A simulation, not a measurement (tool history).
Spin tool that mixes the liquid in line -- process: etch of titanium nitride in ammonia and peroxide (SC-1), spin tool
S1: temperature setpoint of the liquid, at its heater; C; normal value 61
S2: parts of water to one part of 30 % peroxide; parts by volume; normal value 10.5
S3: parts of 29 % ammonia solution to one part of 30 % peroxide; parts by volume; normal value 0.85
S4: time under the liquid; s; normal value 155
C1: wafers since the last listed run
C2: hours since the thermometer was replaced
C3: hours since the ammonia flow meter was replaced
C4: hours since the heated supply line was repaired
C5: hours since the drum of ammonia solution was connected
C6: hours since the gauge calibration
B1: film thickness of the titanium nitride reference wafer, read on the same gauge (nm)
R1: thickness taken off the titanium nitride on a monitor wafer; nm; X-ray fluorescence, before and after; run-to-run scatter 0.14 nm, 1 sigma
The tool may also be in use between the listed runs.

run,hour,S1,S2,S3,S4,C1,C2,C3,C4,C5,C6,B1,R1
1,0,61,10.5,0.85,155,0,824.8,361.8,1818.4,644.3,215.2,149.98,14.79
2,14,61,10.5,0.85,155,155,838.8,375.8,1832.4,658.3,229.2,149.98,14.81
3,38.7,61,10.5,0.85,155,273,863.5,400.5,1857.1,683,253.9,150.07,15.01
4,66,61,10.5,0.85,155,302,890.8,427.8,1884.4,710.3,281.2,150.02,14.97
5,96,61,10.5,0.85,155,332,920.8,457.8,1914.4,740.3,311.2,150.01,14.75
# hour 125.9: ammonia flow meter replaced
# hour 126.2: gauge calibrated
6,126.4,61,10.5,0.85,155,325,951.2,0.5,1944.8,770.7,0.2,149.96,14.66
# hour 133.3: heated supply line repaired
# hour 140.8: thermometer replaced
7,161,61,10.5,0.6,155,361,20.2,35.1,27.7,805.3,34.8,149.98,11.81
# hour 178.2: heated supply line repaired, repeated, since the last time left the tool worse
# hour 184.7: new drum of ammonia solution connected
8,189.6,61,10.5,0.85,155,294,48.8,63.7,11.4,4.9,63.4,150.01,17.38
9,202.8,54.5,15,0.85,155,146,62,76.9,24.6,18.1,76.6,149.93,9.2
10,218.8,68,15,1.1,105,177,78,92.9,40.6,34.1,92.6,150,15.96
11,231.8,64.5,8.5,0.85,155,144,91,105.9,53.6,47.1,105.6,150.02,23.85
12,259.5,61,10.5,0.85,155,306,118.7,133.6,81.3,74.8,133.3,150.01,17.52
13,276.5,61,10.5,0.85,215,188,135.7,150.6,98.3,91.8,150.3,150.04,23.92
14,291.7,66.5,12.5,1.1,235,168,150.9,165.8,113.5,107,165.5,150,35.46

State the hidden condition of the tool at each of the runs:
liquid colder than its thermometer reads (K): 0 in every run
ammonia flow above the setpoint (%): 0 in every run
ammonia solution weaker than its label (%): 0 in every run
gauge reads high (%): 0 in every run
H1: temperature lost on the way to the wafer (K)
run,H1
1,2.56
2,2.58
3,2.61
4,2.65
5,2.69
6,2.73
7,5.18
8,0.249
9,0.266
10,0.288
11,0.305
12,0.342
13,0.365
14,0.386

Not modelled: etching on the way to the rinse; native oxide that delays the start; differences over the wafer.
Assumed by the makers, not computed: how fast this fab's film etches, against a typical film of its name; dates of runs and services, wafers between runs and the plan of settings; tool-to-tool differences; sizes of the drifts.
